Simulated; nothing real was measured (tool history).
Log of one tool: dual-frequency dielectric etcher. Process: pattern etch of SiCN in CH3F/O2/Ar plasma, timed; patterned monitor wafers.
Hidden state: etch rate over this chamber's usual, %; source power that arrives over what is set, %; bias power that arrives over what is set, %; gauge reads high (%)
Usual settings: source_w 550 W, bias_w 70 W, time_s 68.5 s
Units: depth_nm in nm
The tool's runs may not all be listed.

| run | hour | source_w | bias_w | time_s | wafers since the last listed run | hours since the last wet clean | hours since the last source power generator calibration | hours since the last bias power generator calibration | hours since the last upper electrode change | hours since the gauge calibration | read-back reference wafer on the same gauge, depth_nm | depth_nm |
|---|---|---|---|---|---|---|---|---|---|---|---|---|
| 1 | 0 | 550 | 70 | 75 | 0 | 242.6 | 3231.1 | 1311.4 | 5884.3 | 80.6 | 24.34 | 30.4 |
| 2 | 14.8 | 550 | 70 | 75 | 230 | 257.4 | 3245.9 | 1326.2 | 5899.1 | 95.4 | 24.28 | 30.18 |
| 3 | 27.3 | 550 | 70 | 68.5 | 195 | 269.9 | 3258.4 | 1338.7 | 5911.6 | 107.9 | 24.29 | 27.61 |
| 4 | 37.8 | 550 | 70 | 68.5 | 163 | 280.4 | 3268.9 | 1349.2 | 5922.1 | 118.4 | 24.3 | 27.55 |
| 5 | 48.2 | 550 | 70 | 68.5 | 162 | 290.8 | 3279.3 | 1359.6 | 5932.5 | 128.8 | 24.25 | 27.81 |
| 6 | 65.1 | 550 | 70 | 68.5 | 263 | 307.7 | 3296.2 | 1376.5 | 5949.4 | 145.7 | 24.34 | 27.62 |
| 7 | 82.4 | 550 | 70 | 68.5 | 269 | 325 | 3313.5 | 1393.8 | 5966.7 | 163 | 24.3 | 27.6 |
| 8 | 98.1 | 550 | 70 | 68.5 | 244 | 340.7 | 3329.2 | 1409.5 | 5982.4 | 178.7 | 24.34 | 27.48 |
| 9 | 115.4 | 550 | 70 | 68.5 | 269 | 358 | 3346.5 | 1426.8 | 5999.7 | 196 | 24.28 | 27.54 |
| 10 | 121.6 | 550 | 70 | 84 | 96 | 364.2 | 3352.7 | 1433 | 6005.9 | 202.2 | 24.32 | 33.47 |
| 11 | 132.9 | 550 | 70 | 84 | 176 | 375.5 | 3364 | 1444.3 | 6017.2 | 213.5 | 24.34 | 34 |
|  | 167.5 | wet clean of the chamber |
| 12 | 168 | 550 | 70 | 84 | 173 | 0.5 | 3399.1 | 1479.4 | 6052.3 | 248.6 | 24.28 | 34.73 |
| 13 | 168.3 | 550 | 83 | 58.5 | 4 | 0.8 | 3399.4 | 1479.7 | 6052.6 | 248.9 | 24.35 | 25.66 |
| 14 | 168.7 | 550 | 70 | 68.5 | 6 | 1.2 | 3399.8 | 1480.1 | 6053 | 249.3 | 24.3 | 28.3 |
| 15 | 182.2 | 610 | 62 | 68.5 | 210 | 14.7 | 3413.3 | 1493.6 | 6066.5 | 262.8 | 24.31 | 28.57 |
| 16 | 192.7 | 550 | 70 | 68.5 | 163 | 25.2 | 3423.8 | 1504.1 | 6077 | 273.3 | 24.35 | 28.1 |
| 17 | 202.6 | 550 | 55 | 68.5 | 154 | 35.1 | 3433.7 | 1514 | 6086.9 | 283.2 | 24.32 | 25.88 |
|  | 207.1 | gauge calibrated |
| 18 | 227.3 | 550 | 54 | 68.5 | 385 | 59.8 | 3458.4 | 1538.7 | 6111.6 | 20.2 | 24.35 | 25.83 |
|  | 259.9 | upper electrode replaced |
| 19 | 260.4 | 550 | 70 | 68.5 | 141 | 92.9 | 3491.5 | 1571.8 | 0.5 | 53.3 | 24.3 | 28.08 |
| 20 | 260.7 | 590 | 77 | 54 | 4 | 93.2 | 3491.8 | 1572.1 | 0.8 | 53.6 | 24.3 | 23.6 |
| 21 | 261.1 | 550 | 70 | 84 | 6 | 93.6 | 3492.2 | 1572.5 | 1.2 | 54 | 24.3 | 34.5 |
| 22 | 269.7 | 550 | 82 | 68.5 | 134 | 102.2 | 3500.8 | 1581.1 | 9.8 | 62.6 | 24.29 | 29.57 |
|  | 280.2 | bias power generator calibrated |
| 23 | 281.2 | 690 | 70 | 58.5 | 117 | 113.7 | 3512.3 | 1 | 21.3 | 74.1 | 24.28 | 27.25 |
| 24 | 296.8 | 550 | 70 | 79.5 | 243 | 129.3 | 3527.9 | 16.6 | 36.9 | 89.7 | 24.31 | 32.53 |
|  | 305.8 | source power generator calibrated |
| 25 | 306.3 | 640 | 70 | 52 | 85 | 138.8 | 0.5 | 26.1 | 46.4 | 99.2 | 24.28 | 23.14 |
| 26 | 314.6 | 440 | 64 | 53.5 | 129 | 147.1 | 8.8 | 34.4 | 54.7 | 107.5 | 24.29 | 18.7 |
| 27 | 328.8 | 670 | 70 | 87.5 | 221 | 161.3 | 23 | 48.6 | 68.9 | 121.7 | 24.3 | 39.92 |
| 28 | 341.4 | 630 | 70 | 82 | 196 | 173.9 | 35.6 | 61.2 | 81.5 | 134.3 | 24.27 | 35.9 |
| 29 | 395.1 | 550 | 70 | 68.5 | 837 | 227.6 | 89.3 | 114.9 | 135.2 | 188 | 24.29 | 27.84 |
| 30 | 411.3 | 460 | 70 | 68.5 | 252 | 243.8 | 105.5 | 131.1 | 151.4 | 204.2 | 24.28 | 25.07 |

4 ways to go on from here, each from the tool as it stands after run 30. What would each give?
| A | 411.7 | 550 | 70 | 68.5 | 6 | 244.2 | 105.9 | 131.5 | 151.8 | 204.6 | ? | ? |
| B | 411.7 | 450 | 59 | 51.5 | 6 | 244.2 | 105.9 | 131.5 | 151.8 | 204.6 | ? | ? |
| C | 411.7 | 550 | 86 | 88.5 | 6 | 244.2 | 105.9 | 131.5 | 151.8 | 204.6 | ? | ? |
| D | 411.7 | 420 | 70 | 54.5 | 6 | 244.2 | 105.9 | 131.5 | 151.8 | 204.6 | ? | ? |

| run | read-back reference wafer on the same gauge, depth_nm | depth_nm |
|---|---|---|
| A | 24.32 | 27.62 |
| B | 24.32 | 17.37 |
| C | 24.32 | 38.36 |
| D | 24.32 | 18.65 |
Without the tool's hidden state the same runs would have given:
| run | depth_nm |
|---|---|
| A | 28.04 |
| B | 17.63 |
| C | 38.94 |
| D | 18.93 |
